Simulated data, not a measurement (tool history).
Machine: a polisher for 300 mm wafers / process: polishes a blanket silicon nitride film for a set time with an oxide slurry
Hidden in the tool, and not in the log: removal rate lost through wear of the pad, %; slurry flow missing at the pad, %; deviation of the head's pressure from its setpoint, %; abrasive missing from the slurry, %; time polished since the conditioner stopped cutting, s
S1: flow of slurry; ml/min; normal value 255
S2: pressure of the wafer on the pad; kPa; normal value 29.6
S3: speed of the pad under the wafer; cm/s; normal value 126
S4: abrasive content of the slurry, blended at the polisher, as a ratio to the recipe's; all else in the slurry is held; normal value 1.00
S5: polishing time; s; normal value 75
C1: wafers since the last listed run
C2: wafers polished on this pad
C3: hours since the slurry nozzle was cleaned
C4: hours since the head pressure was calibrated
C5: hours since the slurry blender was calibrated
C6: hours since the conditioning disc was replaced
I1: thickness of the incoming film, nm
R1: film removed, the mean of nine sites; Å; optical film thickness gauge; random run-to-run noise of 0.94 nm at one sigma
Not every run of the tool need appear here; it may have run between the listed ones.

Run 1, day 0.000: usual settings but S3 140 cm/s, S5 56 s; C1 0; C2 6321; C3 448.1; C4 593.2; C5 379.8; C6 457.9; I1 526.2. Result: R1 420 Å.
At day 0.592: head pressure recalibrated.
At day 1.575: worn pad replaced by a new one.
Run 2, day 2.938: usual settings but S3 140 cm/s, S5 56 s; C1 769; C2 389; C3 518.6; C4 56.3; C5 450.3; C6 528.4; I1 526.6. Result: R1 399 Å.
At day 5.088: conditioning disc replaced and pad reconditioned.
At day 5.450: slurry blender recalibrated.
At day 6.796: slurry nozzle cleaned.
Run 3, day 8.662: usual settings; C1 1579; C2 1969; C3 44.8; C4 193.7; C5 77.1; C6 85.8; I1 520.0. Result: R1 596 Å.
Run 4, day 11.450: usual settings; C1 798; C2 2767; C3 111.7; C4 260.6; C5 144.0; C6 152.7; I1 526.6. Result: R1 575 Å.
Run 5, day 14.642: usual settings; C1 913; C2 3681; C3 188.3; C4 337.2; C5 220.6; C6 229.3; I1 533.2. Result: R1 570 Å.
Run 6, day 25.100: usual settings; C1 2994; C2 6675; C3 439.3; C4 588.2; C5 471.6; C6 480.3; I1 531.0. Result: R1 526 Å.
At day 25.625: head pressure recalibrated.
At day 26.258: worn pad replaced by a new one.
Run 7, day 28.025: usual settings but S4 1.15; C1 765; C2 505; C3 509.5; C4 57.6; C5 541.8; C6 550.5; I1 530.5. Result: R1 558 Å.
At day 28.371: slurry blender recalibrated.
At day 29.788: conditioning disc replaced and pad reconditioned.
Run 8, day 32.112: usual settings but S2 32.4 kPa; C1 1122; C2 1628; C3 607.6; C4 155.7; C5 89.8; C6 55.8; I1 535.0. Result: R1 655 Å.
At day 32.833: slurry nozzle cleaned.
Run 9, day 34.838: usual settings but S2 26.2 kPa, S3 160 cm/s; C1 768; C2 2396; C3 48.1; C4 221.1; C5 155.2; C6 121.2; I1 525.3. Result: R1 612 Å.
Run 10, day 38.838: usual settings but S1 205 ml/min, S3 108 cm/s, S5 59 s; C1 1145; C2 3541; C3 144.1; C4 317.1; C5 251.2; C6 217.2; I1 527.6. Result: R1 405 Å.
Run 11, day 42.100: usual settings but S4 0.85; C1 934; C2 4475; C3 222.4; C4 395.4; C5 329.5; C6 295.5; I1 535.1. Result: R1 481 Å.
Run 12, day 45.500: usual settings but S2 23.4 kPa, S3 168 cm/s; C1 973; C2 5449; C3 304.0; C4 477.0; C5 411.1; C6 377.1; I1 533.1. Result: R1 530 Å.
Run 13, day 48.092: usual settings; C1 742; C2 6191; C3 366.2; C4 539.2; C5 473.3; C6 439.3; I1 534.9. Result: R1 517 Å.
Run 14, day 51.279: usual settings but S1 310 ml/min, S2 24.8 kPa, S3 142 cm/s; C1 912; C2 7104; C3 442.7; C4 615.7; C5 549.8; C6 515.8; I1 526.1. Result: R1 490 Å.
At day 52.246: head pressure recalibrated.
At day 52.817: worn pad replaced by a new one.
At day 52.879: slurry blender recalibrated.
Run 15, day 53.004: usual settings but S1 330 ml/min, S3 160 cm/s, S4 0.70, S5 100 s; C1 404; C2 35; C3 484.1; C4 18.2; C5 3.0; C6 557.2; I1 532.5. Result: R1 606 Å.
Run 16, day 55.858: usual settings but S2 20.7 kPa, S3 108 cm/s, S4 1.20, S5 96 s; C1 817; C2 852; C3 552.6; C4 86.7; C5 71.5; C6 625.7; I1 524.9. Result: R1 619 Å.
At day 56.712: conditioning disc replaced and pad reconditioned.
Run 17, day 58.379: usual settings; C1 697; C2 1550; C3 613.1; C4 147.2; C5 132.0; C6 40.0; I1 533.7. Result: R1 627 Å.
At day 60.504: slurry nozzle cleaned.
Run 18, day 62.558: usual settings but S3 162 cm/s, S5 90 s; C1 1184; C2 2735; C3 49.3; C4 247.5; C5 232.3; C6 140.3; I1 526.7. Result: R1 775 Å.
Run 19, day 64.158: usual settings but S1 200 ml/min, S2 40.0 kPa, S3 146 cm/s, S4 1.10; C1 458; C2 3193; C3 87.7; C4 285.9; C5 270.7; C6 178.7; I1 526.4. Result: R1 758 Å.
Run 20, day 66.417: usual settings but S2 32.4 kPa; C1 646; C2 3839; C3 141.9; C4 340.1; C5 324.9; C6 232.9; I1 519.5. Result: R1 586 Å.
Run 21, day 70.133: usual settings but S2 39.3 kPa, S3 164 cm/s; C1 1064; C2 4904; C3 231.1; C4 429.3; C5 414.1; C6 322.1; I1 530.9. Result: R1 722 Å.
Run 22, day 74.333: usual settings but S3 140 cm/s, S5 56 s; C1 1202; C2 6106; C3 331.9; C4 530.1; C5 514.9; C6 422.9; I1 534.2. Result: R1 390 Å.
At day 74.854: worn pad replaced by a new one.
At day 74.921: head pressure recalibrated.
Run 23, day 77.338: usual settings; C1 792; C2 691; C3 404.0; C4 58.0; C5 587.0; C6 495.0; I1 524.6. Result: R1 490 Å.
At day 81.392: slurry blender recalibrated.
At day 82.958: conditioning disc replaced and pad reconditioned.
Run 24, day 83.658: usual settings but S2 34.5 kPa, S4 1.25; C1 1761; C2 2453; C3 555.7; C4 209.7; C5 54.4; C6 16.8; I1 539.1. Result: R1 800 Å.

What if the next run were any one of these 5? Each begins from the tool's condition after run 24:
Run A, day 83.675: usual settings but S2 26.2 kPa; C1 4; C2 2458; C3 556.1; C4 210.1; C5 54.8; C6 17.2; I1 538.7. Result: R1 ?.
Run B, day 83.675: usual settings but S2 24.8 kPa, S4 1.15; C1 4; C2 2458; C3 556.1; C4 210.1; C5 54.8; C6 17.2; I1 538.7. Result: R1 ?.
Run C, day 83.675: usual settings but S1 205 ml/min, S4 1.15, S5 88 s; C1 4; C2 2458; C3 556.1; C4 210.1; C5 54.8; C6 17.2; I1 538.7. Result: R1 ?.
Run D, day 83.675: usual settings but S4 1.25; C1 4; C2 2458; C3 556.1; C4 210.1; C5 54.8; C6 17.2; I1 538.7. Result: R1 ?.
Run E, day 83.675: usual settings but S1 325 ml/min, S3 90 cm/s, S4 0.90, S5 92 s; C1 4; C2 2458; C3 556.1; C4 210.1; C5 54.8; C6 17.2; I1 538.7. Result: R1 ?.

run   R1
  A  586
  B  618
  C  798
  D  726
  E  636
Take away the tool's hidden state, keep each run's random variation, and the runs would have read:
run   R1
  A  610
  B  642
  C  831
  D  756
  E  661
